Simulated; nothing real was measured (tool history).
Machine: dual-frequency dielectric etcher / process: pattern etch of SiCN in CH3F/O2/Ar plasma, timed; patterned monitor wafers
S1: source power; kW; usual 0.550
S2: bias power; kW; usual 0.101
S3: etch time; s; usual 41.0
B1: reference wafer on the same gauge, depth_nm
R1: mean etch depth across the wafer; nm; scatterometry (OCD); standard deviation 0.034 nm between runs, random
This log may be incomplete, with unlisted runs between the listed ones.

{"run": 1, "hour": 0.0, "S1": 0.55, "S2": 0.101, "S3": 37.5, "B1": 21.7, "R1": 21.36}
{"run": 2, "hour": 12.1, "S1": 0.55, "S2": 0.101, "S3": 41.0, "B1": 21.71, "R1": 23.36}
{"run": 3, "hour": 23.4, "S1": 0.55, "S2": 0.101, "S3": 41.0, "B1": 21.7, "R1": 23.44}
{"run": 4, "hour": 31.7, "S1": 0.55, "S2": 0.101, "S3": 41.0, "B1": 21.71, "R1": 23.41}
{"run": 5, "hour": 43.6, "S1": 0.55, "S2": 0.101, "S3": 41.0, "B1": 21.71, "R1": 23.44}
{"run": 6, "hour": 58.2, "S1": 0.55, "S2": 0.101, "S3": 41.0, "B1": 21.69, "R1": 23.41}
{"hour": 71.2, "done": "source power generator calibrated"}
{"hour": 98.7, "done": "gauge calibrated"}
{"hour": 102.6, "done": "upper electrode replaced"}
{"hour": 109.1, "done": "bias power generator calibrated"}
{"hour": 113.2, "done": "wet clean of the chamber"}
{"run": 7, "hour": 113.7, "S1": 0.55, "S2": 0.101, "S3": 41.0, "B1": 21.69, "R1": 22.4}
{"run": 8, "hour": 114.1, "S1": 0.55, "S2": 0.101, "S3": 41.0, "B1": 21.7, "R1": 22.44}
{"run": 9, "hour": 114.4, "S1": 0.62, "S2": 0.101, "S3": 51.0, "B1": 21.7, "R1": 28.49}
{"run": 10, "hour": 119.6, "S1": 0.55, "S2": 0.101, "S3": 41.0, "B1": 21.7, "R1": 22.37}
{"run": 11, "hour": 161.0, "S1": 0.55, "S2": 0.124, "S3": 51.0, "B1": 21.69, "R1": 30.65}
{"run": 12, "hour": 168.6, "S1": 0.55, "S2": 0.101, "S3": 41.0, "B1": 21.7, "R1": 22.51}
{"run": 13, "hour": 186.0, "S1": 0.55, "S2": 0.121, "S3": 52.5, "B1": 21.7, "R1": 31.25}
{"run": 14, "hour": 199.6, "S1": 0.55, "S2": 0.112, "S3": 47.0, "B1": 21.7, "R1": 26.99}

Each row is a separate what-if for the run after 14, all from the same tool condition, not one after another. Results?
{"run": "A", "hour": 200.0, "S1": 0.42, "S2": 0.101, "S3": 41.0, "B1": "?", "R1": "?"}
{"run": "B", "hour": 200.0, "S1": 0.55, "S2": 0.101, "S3": 49.5, "B1": "?", "R1": "?"}
{"run": "C", "hour": 200.0, "S1": 0.51, "S2": 0.125, "S3": 41.0, "B1": "?", "R1": "?"}

run=A B1=21.70 R1=21.49
run=B B1=21.70 R1=27.20
run=C B1=21.70 R1=24.38
Had the tool no hidden state, the same runs would have come out as:
run=A R1=21.43
run=B R1=27.13
run=C R1=24.32
